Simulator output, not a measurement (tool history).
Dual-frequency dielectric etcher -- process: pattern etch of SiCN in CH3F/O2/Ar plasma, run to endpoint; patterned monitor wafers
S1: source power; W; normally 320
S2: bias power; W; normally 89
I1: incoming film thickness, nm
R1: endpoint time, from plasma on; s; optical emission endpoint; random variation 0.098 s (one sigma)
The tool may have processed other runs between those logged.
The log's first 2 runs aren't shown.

run	day	S1	S2	I1	R1
3	5.583	320	106	6.45	16.0
4	6.688	320	106	6.54	15.7
# day 8.704: wet clean of the chamber
5	9.146	320	106	6.51	16.4
6	11.283	320	71	6.43	17.8
7	13.175	320	89	6.47	16.8
8	14.775	320	89	6.52	16.9
9	16.038	320	76	6.52	17.4
10	17.829	320	76	6.50	17.4
11	20.658	320	89	6.49	16.7
12	22.300	320	89	6.54	16.6
# day 24.354: wet clean of the chamber
13	25.271	320	89	6.52	17.1
# day 26.700: bias power generator calibrated
# day 27.858: upper electrode replaced
14	27.879	320	89	6.52	17.1
15	29.838	320	89	6.49	16.7
16	32.646	290	89	6.50	17.2
17	34.696	320	99	6.51	16.0
18	35.788	280	75	6.51	17.9
19	38.312	320	89	6.52	16.6
20	41.004	320	108	6.47	15.6
# day 43.196: wet clean of the chamber
21	43.217	320	89	6.44	17.2
22	45.708	320	89	6.51	17.1

What will run 23 give?
23	47.471	260	98	6.45	?

Run 23 produced R1 17.1 s.
Were there no unlogged condition in the tool, this run, its random variation unchanged, would have produced R1 17.2 s.
